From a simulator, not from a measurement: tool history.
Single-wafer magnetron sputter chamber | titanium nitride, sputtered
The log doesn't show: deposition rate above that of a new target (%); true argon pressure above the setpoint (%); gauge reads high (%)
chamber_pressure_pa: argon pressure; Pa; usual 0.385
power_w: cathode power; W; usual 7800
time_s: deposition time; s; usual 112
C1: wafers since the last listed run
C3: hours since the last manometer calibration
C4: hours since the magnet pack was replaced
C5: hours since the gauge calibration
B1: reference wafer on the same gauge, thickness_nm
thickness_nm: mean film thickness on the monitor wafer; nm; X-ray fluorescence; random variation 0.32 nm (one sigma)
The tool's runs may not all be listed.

{"run": 1, "hour": 0.0, "chamber_pressure_pa": 0.385, "power_w": 7800, "time_s": 112, "C1": 0, "wafers on the sputter target": 2909, "C3": 649.1, "C4": 8263.9, "C5": 325.8, "B1": 155.976, "thickness_nm": 166.05}
{"hour": 25.5, "done": "sputter target and shields replaced"}
{"run": 2, "hour": 26.0, "chamber_pressure_pa": 0.385, "power_w": 7800, "time_s": 112, "C1": 279, "wafers on the sputter target": 7, "C3": 675.1, "C4": 8289.9, "C5": 351.8, "B1": 155.968, "thickness_nm": 169.19}
{"run": 3, "hour": 37.0, "chamber_pressure_pa": 0.385, "power_w": 7800, "time_s": 112, "C1": 170, "wafers on the sputter target": 177, "C3": 686.1, "C4": 8300.9, "C5": 362.8, "B1": 156.07, "thickness_nm": 169.024}
{"run": 4, "hour": 65.9, "chamber_pressure_pa": 0.385, "power_w": 7800, "time_s": 112, "C1": 448, "wafers on the sputter target": 626, "C3": 715.0, "C4": 8329.8, "C5": 391.7, "B1": 155.964, "thickness_nm": 168.266}
{"run": 5, "hour": 82.4, "chamber_pressure_pa": 0.385, "power_w": 7800, "time_s": 112, "C1": 255, "wafers on the sputter target": 881, "C3": 731.5, "C4": 8346.3, "C5": 408.2, "B1": 156.014, "thickness_nm": 167.782}
{"run": 6, "hour": 118.3, "chamber_pressure_pa": 0.27, "power_w": 7800, "time_s": 112, "C1": 556, "wafers on the sputter target": 1438, "C3": 767.4, "C4": 8382.2, "C5": 444.1, "B1": 155.955, "thickness_nm": 172.649}
{"run": 7, "hour": 138.4, "chamber_pressure_pa": 0.385, "power_w": 7800, "time_s": 112, "C1": 311, "wafers on the sputter target": 1750, "C3": 787.5, "C4": 8402.3, "C5": 464.2, "B1": 156.017, "thickness_nm": 166.48}
{"run": 8, "hour": 162.7, "chamber_pressure_pa": 0.385, "power_w": 7800, "time_s": 112, "C1": 376, "wafers on the sputter target": 2127, "C3": 811.8, "C4": 8426.6, "C5": 488.5, "B1": 155.918, "thickness_nm": 166.59}
{"run": 9, "hour": 192.5, "chamber_pressure_pa": 0.385, "power_w": 7800, "time_s": 112, "C1": 462, "wafers on the sputter target": 2589, "C3": 841.6, "C4": 8456.4, "C5": 518.3, "B1": 155.982, "thickness_nm": 166.399}
{"hour": 233.2, "done": "sputter target and shields replaced"}
{"run": 10, "hour": 233.7, "chamber_pressure_pa": 0.292, "power_w": 7800, "time_s": 112, "C1": 514, "wafers on the sputter target": 8, "C3": 882.8, "C4": 8497.6, "C5": 559.5, "B1": 155.979, "thickness_nm": 173.905}
{"run": 11, "hour": 260.0, "chamber_pressure_pa": 0.292, "power_w": 7800, "time_s": 112, "C1": 407, "wafers on the sputter target": 416, "C3": 909.1, "C4": 8523.9, "C5": 585.8, "B1": 156.034, "thickness_nm": 172.569}
{"hour": 290.1, "done": "gauge calibrated"}
{"run": 12, "hour": 295.5, "chamber_pressure_pa": 0.292, "power_w": 7800, "time_s": 112, "C1": 550, "wafers on the sputter target": 966, "C3": 944.6, "C4": 8559.4, "C5": 5.4, "B1": 155.981, "thickness_nm": 172.448}
{"run": 13, "hour": 317.7, "chamber_pressure_pa": 0.385, "power_w": 9650, "time_s": 97, "C1": 344, "wafers on the sputter target": 1311, "C3": 966.8, "C4": 8581.6, "C5": 27.6, "B1": 155.97, "thickness_nm": 179.451}
{"run": 14, "hour": 332.8, "chamber_pressure_pa": 0.385, "power_w": 7800, "time_s": 112, "C1": 234, "wafers on the sputter target": 1545, "C3": 981.9, "C4": 8596.7, "C5": 42.7, "B1": 155.972, "thickness_nm": 167.272}
{"run": 15, "hour": 352.6, "chamber_pressure_pa": 0.385, "power_w": 7800, "time_s": 112, "C1": 307, "wafers on the sputter target": 1852, "C3": 1001.7, "C4": 8616.5, "C5": 62.5, "B1": 156.006, "thickness_nm": 167.388}
{"run": 16, "hour": 379.6, "chamber_pressure_pa": 0.523, "power_w": 7800, "time_s": 97, "C1": 418, "wafers on the sputter target": 2271, "C3": 1028.7, "C4": 8643.5, "C5": 89.5, "B1": 155.985, "thickness_nm": 138.981}
{"run": 17, "hour": 402.2, "chamber_pressure_pa": 0.385, "power_w": 7800, "time_s": 112, "C1": 350, "wafers on the sputter target": 2621, "C3": 1051.3, "C4": 8666.1, "C5": 112.1, "B1": 155.998, "thickness_nm": 166.854}
{"hour": 414.2, "done": "capacitance manometer re-zeroed and calibrated"}
{"run": 18, "hour": 420.4, "chamber_pressure_pa": 0.385, "power_w": 7800, "time_s": 123, "C1": 158, "wafers on the sputter target": 2779, "C3": 6.2, "C4": 8684.3, "C5": 130.3, "B1": 156.033, "thickness_nm": 179.515}
{"hour": 443.9, "done": "sputter target and shields replaced"}
{"hour": 454.4, "done": "magnet pack replaced"}
{"run": 19, "hour": 454.9, "chamber_pressure_pa": 0.385, "power_w": 7800, "time_s": 112, "C1": 286, "wafers on the sputter target": 46, "C3": 40.7, "C4": 0.5, "C5": 164.8, "B1": 155.979, "thickness_nm": 166.498}
{"run": 20, "hour": 472.2, "chamber_pressure_pa": 0.534, "power_w": 7800, "time_s": 112, "C1": 268, "wafers on the sputter target": 315, "C3": 58.0, "C4": 17.8, "C5": 182.1, "B1": 155.93, "thickness_nm": 157.984}
{"run": 21, "hour": 490.6, "chamber_pressure_pa": 0.233, "power_w": 6250, "time_s": 95, "C1": 285, "wafers on the sputter target": 600, "C3": 76.4, "C4": 36.2, "C5": 200.5, "B1": 155.939, "thickness_nm": 118.195}
{"run": 22, "hour": 538.3, "chamber_pressure_pa": 0.472, "power_w": 6450, "time_s": 130, "C1": 739, "wafers on the sputter target": 1340, "C3": 124.1, "C4": 83.9, "C5": 248.2, "B1": 155.947, "thickness_nm": 154.502}
{"run": 23, "hour": 557.1, "chamber_pressure_pa": 0.527, "power_w": 9050, "time_s": 104, "C1": 291, "wafers on the sputter target": 1632, "C3": 142.9, "C4": 102.7, "C5": 267.0, "B1": 155.955, "thickness_nm": 170.063}
{"run": 24, "hour": 590.6, "chamber_pressure_pa": 0.246, "power_w": 8350, "time_s": 90, "C1": 519, "wafers on the sputter target": 2151, "C3": 176.4, "C4": 136.2, "C5": 300.5, "B1": 156.004, "thickness_nm": 148.205}

Forecast each of these 4 alternatives for the next run:
{"run": "A", "hour": 591.0, "chamber_pressure_pa": 0.385, "power_w": 7800, "time_s": 112, "C1": 6, "wafers on the sputter target": 2157, "C3": 176.8, "C4": 136.6, "C5": 300.9, "B1": "?", "thickness_nm": "?"}
{"run": "B", "hour": 591.0, "chamber_pressure_pa": 0.385, "power_w": 7800, "time_s": 106, "C1": 6, "wafers on the sputter target": 2157, "C3": 176.8, "C4": 136.6, "C5": 300.9, "B1": "?", "thickness_nm": "?"}
{"run": "C", "hour": 591.0, "chamber_pressure_pa": 0.385, "power_w": 7000, "time_s": 112, "C1": 6, "wafers on the sputter target": 2157, "C3": 176.8, "C4": 136.6, "C5": 300.9, "B1": "?", "thickness_nm": "?"}
{"run": "D", "hour": 591.0, "chamber_pressure_pa": 0.504, "power_w": 6500, "time_s": 96, "C1": 6, "wafers on the sputter target": 2157, "C3": 176.8, "C4": 136.6, "C5": 300.9, "B1": "?", "thickness_nm": "?"}

run=A B1=156.002 thickness_nm=165.255
run=B B1=156.002 thickness_nm=156.402
run=C B1=156.002 thickness_nm=148.305
run=D B1=156.002 thickness_nm=113.661
Without the tool's hidden state the same runs would have given:
run=A thickness_nm=166.299
run=B thickness_nm=157.390
run=C thickness_nm=149.243
run=D thickness_nm=114.112

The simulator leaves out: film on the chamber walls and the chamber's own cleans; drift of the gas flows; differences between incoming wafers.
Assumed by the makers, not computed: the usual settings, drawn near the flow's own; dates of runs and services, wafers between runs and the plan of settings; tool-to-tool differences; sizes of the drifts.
